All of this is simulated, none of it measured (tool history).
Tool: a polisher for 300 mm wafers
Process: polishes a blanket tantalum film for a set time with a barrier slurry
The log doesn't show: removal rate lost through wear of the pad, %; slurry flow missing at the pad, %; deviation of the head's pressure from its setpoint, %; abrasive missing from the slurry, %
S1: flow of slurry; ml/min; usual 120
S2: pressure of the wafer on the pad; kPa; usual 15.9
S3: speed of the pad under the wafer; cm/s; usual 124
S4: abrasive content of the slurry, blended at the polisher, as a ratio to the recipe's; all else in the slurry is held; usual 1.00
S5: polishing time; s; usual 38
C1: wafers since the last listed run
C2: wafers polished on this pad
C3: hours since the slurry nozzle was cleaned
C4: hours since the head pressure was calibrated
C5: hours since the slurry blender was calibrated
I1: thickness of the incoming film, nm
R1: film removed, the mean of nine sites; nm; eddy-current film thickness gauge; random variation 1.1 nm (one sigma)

| run | hour | S1 | S2 | S3 | S4 | S5 | C1 | C2 | C3 | C4 | C5 | I1 | R1 |
|---|---|---|---|---|---|---|---|---|---|---|---|---|---|
| 1 | 0.0 | 120 | 15.9 | 124 | 1.00 | 31 | 0 | 534 | 576.5 | 414.4 | 27.5 | 248.9 | 67.9 |
|  | 45.0 | head pressure recalibrated |
| 2 | 105.7 | 120 | 15.9 | 124 | 1.00 | 38 | 633 | 1167 | 682.2 | 60.7 | 133.2 | 251.7 | 80.4 |
|  | 109.8 | slurry nozzle cleaned |
|  | 128.0 | worn pad replaced by a new one |
| 3 | 209.7 | 120 | 15.9 | 124 | 1.00 | 47 | 604 | 498 | 99.9 | 164.7 | 237.2 | 254.1 | 95.0 |
| 4 | 271.8 | 120 | 15.9 | 124 | 1.00 | 38 | 379 | 878 | 162.0 | 226.8 | 299.3 | 246.5 | 76.1 |
|  | 323.0 | worn pad replaced by a new one |
| 5 | 369.9 | 120 | 15.9 | 124 | 1.00 | 38 | 574 | 286 | 260.1 | 324.9 | 397.4 | 251.3 | 75.5 |
| 6 | 411.5 | 110 | 15.9 | 124 | 1.00 | 38 | 254 | 540 | 301.7 | 366.5 | 439.0 | 252.1 | 72.1 |
|  | 423.4 | slurry blender recalibrated |
|  | 502.4 | head pressure recalibrated |
|  | 512.3 | worn pad replaced by a new one |
| 7 | 533.7 | 110 | 15.9 | 124 | 1.00 | 38 | 697 | 130 | 423.9 | 31.3 | 110.3 | 252.9 | 79.1 |
| 8 | 629.3 | 120 | 15.9 | 124 | 1.00 | 33 | 583 | 714 | 519.5 | 126.9 | 205.9 | 249.0 | 69.0 |
| 9 | 712.1 | 150 | 15.9 | 168 | 1.15 | 51 | 505 | 1220 | 602.3 | 209.7 | 288.7 | 249.8 | 147.2 |
|  | 759.6 | worn pad replaced by a new one |
|  | 797.4 | slurry nozzle cleaned |
| 10 | 809.2 | 120 | 15.9 | 124 | 1.00 | 38 | 562 | 296 | 11.8 | 306.8 | 385.8 | 252.9 | 75.5 |
| 11 | 890.0 | 120 | 13.8 | 124 | 1.30 | 38 | 493 | 790 | 92.6 | 387.6 | 466.6 | 255.2 | 74.1 |
|  | 939.3 | slurry blender recalibrated |
|  | 957.3 | worn pad replaced by a new one |
| 12 | 957.8 | 95 | 17.9 | 152 | 0.90 | 38 | 377 | 3 | 160.4 | 455.4 | 18.5 | 251.1 | 98.8 |
|  | 1011.1 | head pressure recalibrated |
| 13 | 1032.4 | 105 | 15.9 | 124 | 1.00 | 38 | 443 | 446 | 235.0 | 21.3 | 93.1 | 244.3 | 77.4 |
| 14 | 1112.1 | 120 | 15.9 | 124 | 1.00 | 38 | 486 | 933 | 314.7 | 101.0 | 172.8 | 250.1 | 79.3 |

Forecast each of these 3 alternatives for the next run:
| A | 1112.5 | 120 | 15.9 | 124 | 1.00 | 38 | 2 | 935 | 315.1 | 101.4 | 173.2 | 246.6 | ? |
| B | 1112.5 | 120 | 21.4 | 106 | 1.00 | 31 | 2 | 935 | 315.1 | 101.4 | 173.2 | 246.6 | ? |
| C | 1112.5 | 120 | 10.3 | 162 | 1.00 | 34 | 2 | 935 | 315.1 | 101.4 | 173.2 | 246.6 | ? |

| run | R1 |
|---|---|
| A | 80.4 |
| B | 78.4 |
| C | 58.1 |
Without the tool's hidden state the same runs would have given:
| run | R1 |
|---|---|
| A | 86.6 |
| B | 84.4 |
| C | 62.6 |
